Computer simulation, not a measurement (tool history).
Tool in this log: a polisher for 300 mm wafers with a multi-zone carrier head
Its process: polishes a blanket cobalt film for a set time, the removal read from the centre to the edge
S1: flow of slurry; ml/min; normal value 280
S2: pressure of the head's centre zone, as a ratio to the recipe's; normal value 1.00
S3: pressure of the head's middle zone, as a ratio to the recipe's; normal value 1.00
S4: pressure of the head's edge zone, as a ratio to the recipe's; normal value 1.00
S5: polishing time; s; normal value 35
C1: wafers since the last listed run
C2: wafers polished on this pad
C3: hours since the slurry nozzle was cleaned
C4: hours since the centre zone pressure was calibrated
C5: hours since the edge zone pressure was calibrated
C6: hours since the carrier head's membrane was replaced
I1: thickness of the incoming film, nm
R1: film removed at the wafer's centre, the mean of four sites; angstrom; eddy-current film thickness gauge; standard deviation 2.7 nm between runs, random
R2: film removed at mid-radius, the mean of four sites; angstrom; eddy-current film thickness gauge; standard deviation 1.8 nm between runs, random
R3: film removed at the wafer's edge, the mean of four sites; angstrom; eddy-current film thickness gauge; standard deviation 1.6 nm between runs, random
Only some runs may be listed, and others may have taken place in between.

run	hour	S1	S2	S3	S4	S5	C1	C2	C3	C4	C5	C6	I1	R1	R2	R3
1	0.0	205	1.00	1.00	1.08	35	0	1957	354.7	803.6	139.1	1307.2	1545.8	1705	1735	1815
2	37.4	280	0.96	1.00	1.00	35	406	2363	392.1	841.0	176.5	1344.6	1508.3	1749	1822	1783
3	86.8	365	1.00	1.11	1.00	47	536	2900	441.5	890.4	225.9	1394.0	1526.6	2380	2654	2388
4	147.2	280	1.00	0.97	1.00	35	656	3556	501.9	950.8	286.3	1454.4	1548.3	1805	1707	1742
# hour 160.9: carrier head's membrane replaced by a new one
# hour 171.9: centre zone pressure recalibrated
5	191.7	280	1.00	1.00	1.00	35	407	3964	546.4	19.8	330.8	30.8	1523.9	1733	1758	1740
6	250.2	280	1.00	1.00	1.00	35	635	4599	604.9	78.3	389.3	89.3	1526.2	1754	1769	1738
7	325.7	325	1.00	0.93	1.00	42	820	5420	680.4	153.8	464.8	164.8	1542.4	2139	1976	2059
# hour 349.7: slurry nozzle cleaned
# hour 351.9: worn pad replaced by a new one
8	393.9	280	1.00	0.90	1.12	35	706	456	44.2	222.0	533.0	233.0	1542.7	1838	1669	1924
9	419.7	245	0.94	0.90	1.00	35	280	736	70.0	247.8	558.8	258.8	1518.1	1693	1633	1776
10	450.0	280	1.00	1.00	1.05	35	329	1065	100.3	278.1	589.1	289.1	1528.7	1825	1866	1859
11	513.3	370	1.00	0.95	0.93	35	687	1753	163.6	341.4	652.4	352.4	1522.3	1853	1751	1773
12	582.1	280	1.00	1.00	1.00	35	747	2501	232.4	410.2	721.2	421.2	1533.8	1788	1788	1755
13	617.0	280	1.00	0.89	1.00	31	379	2880	267.3	445.1	756.1	456.1	1545.7	1573	1410	1539
14	676.2	355	1.00	0.92	1.06	35	643	3523	326.5	504.3	815.3	515.3	1522.6	1799	1678	1824
15	865.2	240	1.00	1.00	0.96	35	2053	5577	515.5	693.3	1004.3	704.3	1516.5	1663	1714	1653
# hour 894.5: worn pad replaced by a new one
# hour 897.6: edge zone pressure recalibrated
16	926.4	310	0.90	1.00	0.92	35	599	324	576.7	754.5	28.8	765.5	1518.7	1651	1853	1735
17	961.1	190	1.06	1.00	1.00	35	377	701	611.4	789.2	63.5	800.2	1560.7	1838	1753	1726
18	1029.1	280	1.00	1.00	1.00	46	738	1440	679.4	857.2	131.5	868.2	1558.6	2324	2384	2340
# hour 1031.5: slurry nozzle cleaned
19	1083.0	280	1.00	1.04	1.00	35	574	2015	51.5	911.1	185.4	922.1	1544.7	1774	1848	1797
20	1144.4	280	1.05	1.04	1.00	35	667	2682	112.9	972.5	246.8	983.5	1553.1	1838	1867	1752
21	1173.3	280	1.00	1.00	1.00	35	314	2996	141.8	1001.4	275.7	1012.4	1534.9	1755	1763	1775
# hour 1178.5: centre zone pressure recalibrated
22	1205.4	280	1.11	1.00	0.89	35	327	3323	173.9	26.9	307.8	1044.5	1532.1	1967	1782	1657
23	1260.4	280	0.93	1.00	1.00	24	597	3921	228.9	81.9	362.8	1099.5	1561.1	1090	1199	1173

Branching from run 23: 3 alternative next runs. What would each branch give?
A	1260.8	280	1.00	1.00	1.00	35	4	3925	229.3	82.3	363.2	1099.9	1535.2	?	?	?
B	1260.8	280	1.00	1.03	1.00	35	4	3925	229.3	82.3	363.2	1099.9	1535.2	?	?	?
C	1260.8	280	1.07	1.00	1.00	32	4	3925	229.3	82.3	363.2	1099.9	1535.2	?	?	?

run	R1	R2	R3
A	1758	1763	1719
B	1759	1807	1719
C	1719	1611	1572
With no hidden state in the tool, these same runs would have given:
run	R1	R2	R3
A	1866	1871	1825
B	1867	1918	1824
C	1824	1710	1668
